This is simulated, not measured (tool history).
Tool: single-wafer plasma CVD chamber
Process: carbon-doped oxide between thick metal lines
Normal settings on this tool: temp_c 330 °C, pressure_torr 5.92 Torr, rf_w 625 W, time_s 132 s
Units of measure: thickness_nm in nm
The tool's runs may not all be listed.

run,hour,temp_c,pressure_torr,rf_w,time_s,"read-back reference wafer on the same gauge, thickness_nm",thickness_nm
1,0.0,330,6.27,625,132,807.062,766.793
2,11.6,330,6.27,625,132,807.052,771.137
3,56.3,330,6.27,625,132,807.153,767.406
4,66.2,330,5.92,625,148,806.957,851.458
5,82.2,330,5.92,625,148,806.532,854.370
6,99.2,330,5.92,625,132,807.309,760.455
7,112.4,330,5.92,625,132,807.073,759.000
8,120.1,330,5.92,625,132,807.033,758.764
9,133.9,330,5.92,625,132,806.688,757.247
10,168.6,330,5.92,625,132,807.073,741.372
11,182.5,330,5.92,625,132,806.834,743.419
12,199.2,330,6.27,625,132,806.876,748.695
13,207.9,330,5.92,625,132,807.133,742.023
14,215.6,343,6.89,660,113,806.971,634.676
15,234.1,330,5.92,625,158,807.151,932.365
16,250.0,341,5.08,540,132,807.346,682.983
17,273.2,341,5.08,540,132,807.394,684.291
18,274.5,322,5.92,625,149,806.608,909.114
19,284.8,330,4.77,725,144,806.529,894.572
20,300.5,330,5.92,625,120,806.846,709.355
21,336.1,319,5.92,500,132,806.995,720.265
22,352.8,323,7.01,530,132,806.919,747.588
23,367.1,330,5.92,625,148,806.847,875.079

Removed from this log: 6 entries logged between the listed runs. Between which two listed runs does each belong, and how does the tool's hidden state at the listed run before it compare with that at the listed run after it?
From run 9 to run 10: RF generator calibrated (hour 160.5)
  delivered RF power above the setpoint (%): -6.48 -> -10.4
  what was measured, less what the result would be without the hidden state, thickness_nm: -27.719 -> -44.792 nm
From run 10 to run 11: thermocouple changed; heater temperature recalibrated (hour 178.5); showerhead replaced (hour 180.7)
  nothing in the hidden state changes from one run to the other
  what was measured, less what the result would be without the hidden state, thickness_nm: -44.792 -> -44.924 nm
From run 14 to run 15: RF generator calibrated, repeated, since the last time left the tool worse (hour 233.6)
  delivered RF power above the setpoint (%): -10.4 -> -1.62
  what was measured, less what the result would be without the hidden state, thickness_nm: -38.276 -> -8.222 nm
From run 16 to run 17: capacitance manometer re-zeroed and calibrated (hour 272.7)
  delivered RF power above the setpoint (%): -1.62 -> -1.63
  what was measured, less what the result would be without the hidden state, thickness_nm: -6.220 -> -6.252 nm
From run 19 to run 20: gauge calibrated (hour 291.8)
  delivered RF power above the setpoint (%): -1.63 -> -1.64
  what was measured, less what the result would be without the hidden state, thickness_nm: -7.711 -> -6.322 nm

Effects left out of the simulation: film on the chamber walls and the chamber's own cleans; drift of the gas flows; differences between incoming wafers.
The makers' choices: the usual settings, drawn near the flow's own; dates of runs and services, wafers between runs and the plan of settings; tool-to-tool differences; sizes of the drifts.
